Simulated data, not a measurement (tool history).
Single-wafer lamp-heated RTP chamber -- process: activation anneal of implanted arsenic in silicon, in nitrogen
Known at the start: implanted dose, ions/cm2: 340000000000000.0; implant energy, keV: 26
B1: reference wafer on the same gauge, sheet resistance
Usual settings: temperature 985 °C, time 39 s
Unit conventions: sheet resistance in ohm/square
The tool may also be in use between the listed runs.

run 1 hour=0 | temperature=985 time=39 | B1=273.28 | sheet_resistance=255.4
run 2 hour=21.9 | temperature=985 time=39 | B1=272.97 | sheet_resistance=255.62
run 3 hour=51.6 | temperature=985 time=39 | B1=272.89 | sheet_resistance=255.33
run 4 hour=68.1 | temperature=985 time=39 | B1=272.98 | sheet_resistance=255.28
-- hour=78.1 pyrometer window cleaned and pyrometer calibrated
run 5 hour=89.6 | temperature=961 time=39 | B1=273.07 | sheet_resistance=257.7
run 6 hour=104 | temperature=985 time=39 | B1=272.94 | sheet_resistance=256.14
run 7 hour=131.8 | temperature=963 time=33 | B1=273.16 | sheet_resistance=257.48
run 8 hour=163.4 | temperature=963 time=33 | B1=273.02 | sheet_resistance=258.44
run 9 hour=195 | temperature=996 time=39 | B1=273.08 | sheet_resistance=254.2
-- hour=211.1 reflector plate cleaned
run 10 hour=223.4 | temperature=996 time=39 | B1=273.05 | sheet_resistance=254.91
run 11 hour=256 | temperature=985 time=39 | B1=272.91 | sheet_resistance=255.67
run 12 hour=271.2 | temperature=985 time=39 | B1=273.07 | sheet_resistance=255.75
run 13 hour=293.7 | temperature=985 time=39 | B1=272.95 | sheet_resistance=255.62
-- hour=304.2 pyrometer window cleaned and pyrometer calibrated
run 14 hour=306.2 | temperature=1001 time=39 | B1=273.05 | sheet_resistance=253.97
run 15 hour=339.5 | temperature=1001 time=39 | B1=272.99 | sheet_resistance=253.31
run 16 hour=354.8 | temperature=1001 time=39 | B1=273.17 | sheet_resistance=253.41
run 17 hour=376.3 | temperature=985 time=39 | B1=273.09 | sheet_resistance=255.42
run 18 hour=410.4 | temperature=985 time=39 | B1=272.74 | sheet_resistance=256.17
-- hour=422 gauge calibrated
run 19 hour=439.6 | temperature=985 time=39 | B1=272.95 | sheet_resistance=256
run 20 hour=462.7 | temperature=1006 time=39 | B1=272.82 | sheet_resistance=253.38
-- hour=475.7 pyrometer window cleaned and pyrometer calibrated
run 21 hour=497.4 | temperature=985 time=60 | B1=273.16 | sheet_resistance=253.96
run 22 hour=513.3 | temperature=1014 time=52 | B1=272.99 | sheet_resistance=250.96
run 23 hour=533.1 | temperature=985 time=47 | B1=272.88 | sheet_resistance=255.15
run 24 hour=546.5 | temperature=998 time=61 | B1=273.02 | sheet_resistance=252.45
run 25 hour=567.9 | temperature=973 time=22 | B1=272.84 | sheet_resistance=258.18
-- hour=586.8 reflector plate cleaned
run 26 hour=598.8 | temperature=985 time=39 | B1=273.04 | sheet_resistance=255.93
run 27 hour=633.9 | temperature=985 time=51 | B1=273.08 | sheet_resistance=255.12
run 28 hour=665.2 | temperature=956 time=31 | B1=272.95 | sheet_resistance=258.16
-- hour=676.9 pyrometer window cleaned and pyrometer calibrated
run 29 hour=689.6 | temperature=985 time=39 | B1=273.23 | sheet_resistance=255.46
run 30 hour=703.8 | temperature=963 time=58 | B1=272.87 | sheet_resistance=255.62
run 31 hour=724 | temperature=985 time=32 | B1=272.8 | sheet_resistance=256.61
run 32 hour=759.3 | temperature=963 time=33 | B1=273.15 | sheet_resistance=257.98
run 33 hour=835.3 | temperature=985 time=39 | B1=273.29 | sheet_resistance=256.18
-- hour=850.6 pyrometer window cleaned and pyrometer calibrated
run 34 hour=854.8 | temperature=1005 time=39 | B1=272.99 | sheet_resistance=253.48
run 35 hour=883.2 | temperature=985 time=39 | B1=272.93 | sheet_resistance=255.59
run 36 hour=901.1 | temperature=999 time=51 | B1=273.05 | sheet_resistance=253.09
run 37 hour=925.7 | temperature=985 time=39 | B1=272.8 | sheet_resistance=255.08

State the hidden condition of the tool at each of the runs:
true wafer temperature minus pyrometer reading, K: 0 at every run
wafer temperature error from the tarnished reflector plate, K: 0 at every run
gauge reads high (%): 0 at every run
